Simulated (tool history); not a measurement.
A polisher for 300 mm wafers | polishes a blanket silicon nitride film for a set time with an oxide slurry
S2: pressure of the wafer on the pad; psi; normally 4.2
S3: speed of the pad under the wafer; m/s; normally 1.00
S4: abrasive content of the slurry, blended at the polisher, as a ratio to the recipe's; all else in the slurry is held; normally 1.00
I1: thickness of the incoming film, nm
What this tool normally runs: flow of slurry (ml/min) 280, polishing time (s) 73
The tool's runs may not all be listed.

run 1 hour=0.0 | flow_of_slurry_(ml/min)=280 S2=4.2 S3=1.00 S4=1.00 polishing_time_(s)=73 | I1=358.8 | film_removed_(nm)=52.7
run 2 hour=21.9 | flow_of_slurry_(ml/min)=280 S2=4.2 S3=1.00 S4=1.00 polishing_time_(s)=73 | I1=360.4 | film_removed_(nm)=52.9
run 3 hour=39.7 | flow_of_slurry_(ml/min)=280 S2=4.2 S3=1.00 S4=1.00 polishing_time_(s)=73 | I1=359.7 | film_removed_(nm)=52.0
run 4 hour=65.2 | flow_of_slurry_(ml/min)=300 S2=4.2 S3=1.00 S4=0.90 polishing_time_(s)=73 | I1=362.2 | film_removed_(nm)=49.6
-- hour=99.9 worn pad replaced by a new one
run 5 hour=100.4 | flow_of_slurry_(ml/min)=280 S2=4.2 S3=1.00 S4=1.00 polishing_time_(s)=73 | I1=365.0 | film_removed_(nm)=50.5
-- hour=112.0 conditioning disc replaced and pad reconditioned
run 6 hour=128.2 | flow_of_slurry_(ml/min)=280 S2=4.2 S3=1.00 S4=1.00 polishing_time_(s)=73 | I1=357.4 | film_removed_(nm)=51.5
-- hour=139.3 slurry blender recalibrated
run 7 hour=146.3 | flow_of_slurry_(ml/min)=280 S2=4.2 S3=1.00 S4=1.00 polishing_time_(s)=73 | I1=364.8 | film_removed_(nm)=54.6
-- hour=149.4 slurry nozzle cleaned
run 8 hour=164.8 | flow_of_slurry_(ml/min)=280 S2=4.2 S3=1.00 S4=1.00 polishing_time_(s)=73 | I1=364.6 | film_removed_(nm)=54.5
-- hour=187.1 head pressure recalibrated
run 9 hour=199.8 | flow_of_slurry_(ml/min)=280 S2=3.6 S3=0.78 S4=0.90 polishing_time_(s)=84 | I1=357.5 | film_removed_(nm)=42.3
run 10 hour=229.3 | flow_of_slurry_(ml/min)=280 S2=4.2 S3=0.70 S4=1.00 polishing_time_(s)=73 | I1=354.3 | film_removed_(nm)=39.8
run 11 hour=243.2 | flow_of_slurry_(ml/min)=280 S2=3.6 S3=0.78 S4=0.90 polishing_time_(s)=84 | I1=362.1 | film_removed_(nm)=40.9
-- hour=248.0 worn pad replaced by a new one
-- hour=254.3 conditioning disc replaced and pad reconditioned
run 12 hour=264.7 | flow_of_slurry_(ml/min)=280 S2=4.2 S3=1.12 S4=0.85 polishing_time_(s)=73 | I1=361.8 | film_removed_(nm)=54.6
run 13 hour=285.3 | flow_of_slurry_(ml/min)=325 S2=4.2 S3=0.86 S4=0.85 polishing_time_(s)=81 | I1=355.8 | film_removed_(nm)=50.0
run 14 hour=307.1 | flow_of_slurry_(ml/min)=280 S2=4.6 S3=0.70 S4=1.00 polishing_time_(s)=73 | I1=362.7 | film_removed_(nm)=43.0
run 15 hour=321.6 | flow_of_slurry_(ml/min)=280 S2=4.2 S3=1.00 S4=1.00 polishing_time_(s)=73 | I1=359.1 | film_removed_(nm)=51.8

Forecast run 16:
run 16 hour=338.0 | flow_of_slurry_(ml/min)=340 S2=3.3 S3=1.24 S4=1.00 polishing_time_(s)=49 | I1=362.4 | film_removed_(nm)=?

film removed (nm): 33.2
Take away the tool's hidden state, keep the run-to-run variation as it was, and the same run would have given film removed (nm) 35.9.

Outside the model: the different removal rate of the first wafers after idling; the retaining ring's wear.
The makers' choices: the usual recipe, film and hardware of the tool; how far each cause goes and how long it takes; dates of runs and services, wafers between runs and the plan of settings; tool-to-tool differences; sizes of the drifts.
